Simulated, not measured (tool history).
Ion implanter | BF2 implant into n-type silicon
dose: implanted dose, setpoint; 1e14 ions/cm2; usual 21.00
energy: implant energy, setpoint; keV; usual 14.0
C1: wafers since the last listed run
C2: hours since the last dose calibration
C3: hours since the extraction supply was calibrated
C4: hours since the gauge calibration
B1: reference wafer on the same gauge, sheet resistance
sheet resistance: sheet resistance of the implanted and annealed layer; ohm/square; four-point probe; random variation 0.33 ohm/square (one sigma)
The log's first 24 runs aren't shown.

Run 25, hour 615.8: usual settings; C1 307; C2 30.0; C3 172.2; C4 78.4; B1 249.59. Result: sheet resistance 222.60 ohm/square.
Run 26, hour 637.8: usual settings but dose 22.83 1e14 ions/cm2, energy 18.5 keV; C1 291; C2 52.0; C3 194.2; C4 100.4; B1 249.55. Result: sheet resistance 194.95 ohm/square.
Run 27, hour 655.1: usual settings; C1 229; C2 69.3; C3 211.5; C4 117.7; B1 250.04. Result: sheet resistance 223.18 ohm/square.
Run 28, hour 683.1: usual settings; C1 370; C2 97.3; C3 239.5; C4 145.7; B1 250.05. Result: sheet resistance 222.84 ohm/square.
Run 29, hour 704.4: usual settings but dose 19.21 1e14 ions/cm2, energy 18.5 keV; C1 282; C2 118.6; C3 260.8; C4 167.0; B1 249.91. Result: sheet resistance 198.47 ohm/square.
Run 30, hour 718.5: usual settings; C1 186; C2 132.7; C3 274.9; C4 181.1; B1 250.16. Result: sheet resistance 223.18 ohm/square.
Run 31, hour 751.6: usual settings; C1 438; C2 165.8; C3 308.0; C4 214.2; B1 250.54. Result: sheet resistance 223.28 ohm/square.
Run 32, hour 774.5: usual settings but dose 26.33 1e14 ions/cm2, energy 12.0 keV; C1 303; C2 188.7; C3 330.9; C4 237.1; B1 250.35. Result: sheet resistance 232.83 ohm/square.
Run 33, hour 807.0: usual settings; C1 430; C2 221.2; C3 363.4; C4 269.6; B1 250.50. Result: sheet resistance 223.64 ohm/square.
Run 34, hour 828.2: usual settings but dose 18.53 1e14 ions/cm2, energy 17.0 keV; C1 280; C2 242.4; C3 384.6; C4 290.8; B1 250.52. Result: sheet resistance 208.29 ohm/square.
Run 35, hour 841.3: usual settings but dose 27.03 1e14 ions/cm2, energy 18.5 keV; C1 173; C2 255.5; C3 397.7; C4 303.9; B1 250.54. Result: sheet resistance 191.83 ohm/square.
Run 36, hour 883.9: usual settings but energy 18.0 keV; C1 564; C2 298.1; C3 440.3; C4 346.5; B1 250.56. Result: sheet resistance 199.30 ohm/square.
Run 37, hour 916.0: usual settings but energy 15.5 keV; C1 425; C2 330.2; C3 472.4; C4 378.6; B1 250.70. Result: sheet resistance 213.75 ohm/square.

Forecast each of these 4 alternatives for the next run:
Run A, hour 916.4: usual settings but dose 24.66 1e14 ions/cm2; C1 5; C2 330.6; C3 472.8; C4 379.0; B1 ?. Result: sheet resistance ?.
Run B, hour 916.4: usual settings but dose 17.51 1e14 ions/cm2, energy 9.5 keV; C1 5; C2 330.6; C3 472.8; C4 379.0; B1 ?. Result: sheet resistance ?.
Run C, hour 916.4: usual settings but energy 10.0 keV; C1 5; C2 330.6; C3 472.8; C4 379.0; B1 ?. Result: sheet resistance ?.
Run D, hour 916.4: usual settings but dose 24.65 1e14 ions/cm2; C1 5; C2 330.6; C3 472.8; C4 379.0; B1 ?. Result: sheet resistance ?.

run      B1  sheet resistance
  A  250.73            219.87
  B  250.73            267.03
  C  250.73            256.62
  D  250.73            219.88
Without the tool's hidden state the same runs would have given:
run  sheet resistance
  A            218.37
  B            265.20
  C            254.86
  D            218.38
